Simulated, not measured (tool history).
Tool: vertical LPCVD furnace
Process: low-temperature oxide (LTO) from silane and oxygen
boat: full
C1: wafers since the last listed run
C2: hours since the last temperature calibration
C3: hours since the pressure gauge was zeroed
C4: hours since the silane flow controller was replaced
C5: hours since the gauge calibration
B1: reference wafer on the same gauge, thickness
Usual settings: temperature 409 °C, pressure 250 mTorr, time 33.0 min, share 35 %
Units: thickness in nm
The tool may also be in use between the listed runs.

run 1 day=0.000 | temperature=409 pressure=250 time=33.0 share=35 | C1=0 C2=5182.7 C3=2518.2 C4=3425.1 C5=774.5 | B1=281.08 | thickness=319.27
run 2 day=2.950 | temperature=418 pressure=250 time=33.0 share=32 | C1=1139 C2=5253.5 C3=2589.0 C4=3495.9 C5=845.3 | B1=280.92 | thickness=312.72
run 3 day=4.871 | temperature=409 pressure=250 time=33.0 share=35 | C1=741 C2=5299.6 C3=2635.1 C4=3542.0 C5=891.4 | B1=281.18 | thickness=318.59
-- day=12.433 thermocouples replaced and temperature profile calibrated
run 4 day=12.454 | temperature=409 pressure=250 time=33.0 share=35 | C1=2542 C2=0.5 C3=2817.1 C4=3724.0 C5=1073.4 | B1=280.94 | thickness=317.25
run 5 day=14.992 | temperature=409 pressure=250 time=33.0 share=35 | C1=980 C2=61.4 C3=2878.0 C4=3784.9 C5=1134.3 | B1=280.69 | thickness=318.13
run 6 day=16.700 | temperature=406 pressure=250 time=33.0 share=35 | C1=659 C2=102.4 C3=2919.0 C4=3825.9 C5=1175.3 | B1=281.16 | thickness=307.34
run 7 day=18.471 | temperature=406 pressure=250 time=33.0 share=35 | C1=684 C2=144.9 C3=2961.5 C4=3868.4 C5=1217.8 | B1=281.15 | thickness=306.89
run 8 day=20.467 | temperature=406 pressure=250 time=33.0 share=35 | C1=770 C2=192.8 C3=3009.4 C4=3916.3 C5=1265.7 | B1=280.99 | thickness=305.28
-- day=22.258 pressure gauge zeroed
run 9 day=22.279 | temperature=409 pressure=250 time=33.0 share=35 | C1=313 C2=236.3 C3=0.5 C4=3959.8 C5=1309.2 | B1=281.05 | thickness=318.04
run 10 day=24.488 | temperature=409 pressure=250 time=33.0 share=35 | C1=852 C2=289.3 C3=53.5 C4=4012.8 C5=1362.2 | B1=281.02 | thickness=317.08
run 11 day=26.925 | temperature=409 pressure=250 time=33.0 share=35 | C1=941 C2=347.8 C3=112.0 C4=4071.3 C5=1420.7 | B1=280.87 | thickness=315.82
run 12 day=28.175 | temperature=409 pressure=195 time=21.0 share=35 | C1=482 C2=377.8 C3=142.0 C4=4101.3 C5=1450.7 | B1=280.60 | thickness=157.32
run 13 day=30.275 | temperature=400 pressure=250 time=33.0 share=38 | C1=811 C2=428.2 C3=192.4 C4=4151.7 C5=1501.1 | B1=280.96 | thickness=319.44
run 14 day=32.946 | temperature=409 pressure=250 time=33.0 share=32 | C1=1031 C2=492.3 C3=256.5 C4=4215.8 C5=1565.2 | B1=280.61 | thickness=279.66
run 15 day=34.842 | temperature=414 pressure=295 time=24.5 share=38 | C1=732 C2=537.8 C3=302.0 C4=4261.3 C5=1610.7 | B1=281.02 | thickness=325.74
run 16 day=43.308 | temperature=409 pressure=250 time=33.0 share=35 | C1=3270 C2=741.0 C3=505.2 C4=4464.5 C5=1813.9 | B1=280.99 | thickness=316.41
-- day=43.621 gauge calibrated
run 17 day=45.962 | temperature=409 pressure=250 time=33.0 share=35 | C1=1025 C2=804.7 C3=568.9 C4=4528.2 C5=56.2 | B1=280.83 | thickness=316.80
-- day=47.154 silane flow controller replaced
run 18 day=47.175 | temperature=412 pressure=225 time=33.0 share=35 | C1=82 C2=833.8 C3=598.0 C4=0.5 C5=85.3 | B1=280.96 | thickness=286.03
run 19 day=49.521 | temperature=409 pressure=250 time=33.0 share=35 | C1=906 C2=890.1 C3=654.3 C4=56.8 C5=141.6 | B1=281.02 | thickness=307.83
run 20 day=52.008 | temperature=404 pressure=205 time=33.0 share=35 | C1=960 C2=949.8 C3=714.0 C4=116.5 C5=201.3 | B1=281.05 | thickness=237.51
run 21 day=54.288 | temperature=406 pressure=250 time=41.0 share=35 | C1=880 C2=1004.5 C3=768.7 C4=171.2 C5=256.0 | B1=281.32 | thickness=368.88
run 22 day=55.296 | temperature=402 pressure=250 time=33.0 share=28 | C1=389 C2=1028.7 C3=792.9 C4=195.4 C5=280.2 | B1=281.00 | thickness=204.09
run 23 day=56.812 | temperature=409 pressure=295 time=33.0 share=30 | C1=585 C2=1065.1 C3=829.3 C4=231.8 C5=316.6 | B1=280.93 | thickness=289.83
run 24 day=58.438 | temperature=409 pressure=250 time=33.0 share=35 | C1=627 C2=1104.1 C3=868.3 C4=270.8 C5=355.6 | B1=281.13 | thickness=306.48
run 25 day=60.638 | temperature=405 pressure=280 time=33.0 share=35 | C1=849 C2=1156.9 C3=921.1 C4=323.6 C5=408.4 | B1=281.03 | thickness=328.65
run 26 day=63.512 | temperature=397 pressure=250 time=33.0 share=35 | C1=1110 C2=1225.9 C3=990.1 C4=392.6 C5=477.4 | B1=281.12 | thickness=267.83
-- day=65.217 silane flow controller replaced, repeated, since the last time left the tool worse
run 27 day=66.479 | temperature=405 pressure=205 time=33.0 share=29 | C1=759 C2=1297.1 C3=1061.3 C4=30.3 C5=548.6 | B1=281.08 | thickness=195.83
run 28 day=67.971 | temperature=409 pressure=250 time=33.0 share=35 | C1=576 C2=1332.9 C3=1097.1 C4=66.1 C5=584.4 | B1=281.03 | thickness=324.54
run 29 day=70.033 | temperature=409 pressure=250 time=33.0 share=35 | C1=796 C2=1382.4 C3=1146.6 C4=115.6 C5=633.9 | B1=281.00 | thickness=324.75
run 30 day=71.388 | temperature=409 pressure=250 time=33.0 share=35 | C1=523 C2=1414.9 C3=1179.1 C4=148.1 C5=666.4 | B1=280.80 | thickness=324.22
run 31 day=74.138 | temperature=406 pressure=250 time=41.5 share=35 | C1=1062 C2=1480.9 C3=1245.1 C4=214.1 C5=732.4 | B1=281.17 | thickness=395.10
run 32 day=76.179 | temperature=409 pressure=250 time=33.0 share=35 | C1=788 C2=1529.9 C3=1294.1 C4=263.1 C5=781.4 | B1=281.02 | thickness=323.61

Hidden state at the last listed run before each entry between runs and at the first one after, where it differs:
Between runs 3 and 4: thermocouples replaced and temperature profile calibrated (day 12.433)
  deviation of the silane flow from its setpoint, %: -2.57 -> -2.7
  measured less the result without the state, thickness: -7.20 -> -7.56 nm
Between runs 8 and 9: pressure gauge zeroed (day 22.258)
  deviation of the silane flow from its setpoint, %: -2.84 -> -2.87
  measured less the result without the state, thickness: -7.71 -> -8.08 nm
Between runs 16 and 17: gauge calibrated (day 43.621)
  deviation of the silane flow from its setpoint, %: -3.24 -> -3.29
  measured less the result without the state, thickness: -9.13 -> -9.27 nm
Between runs 17 and 18: silane flow controller replaced (day 47.154)
  deviation of the silane flow from its setpoint, %: -3.29 -> -6.21
  measured less the result without the state, thickness: -9.27 -> -16.35 nm
Between runs 26 and 27: silane flow controller replaced, repeated, since the last time left the tool worse (day 65.217)
  deviation of the silane flow from its setpoint, %: -6.5 -> -0.171
  measured less the result without the state, thickness: -16.64 -> -0.35 nm
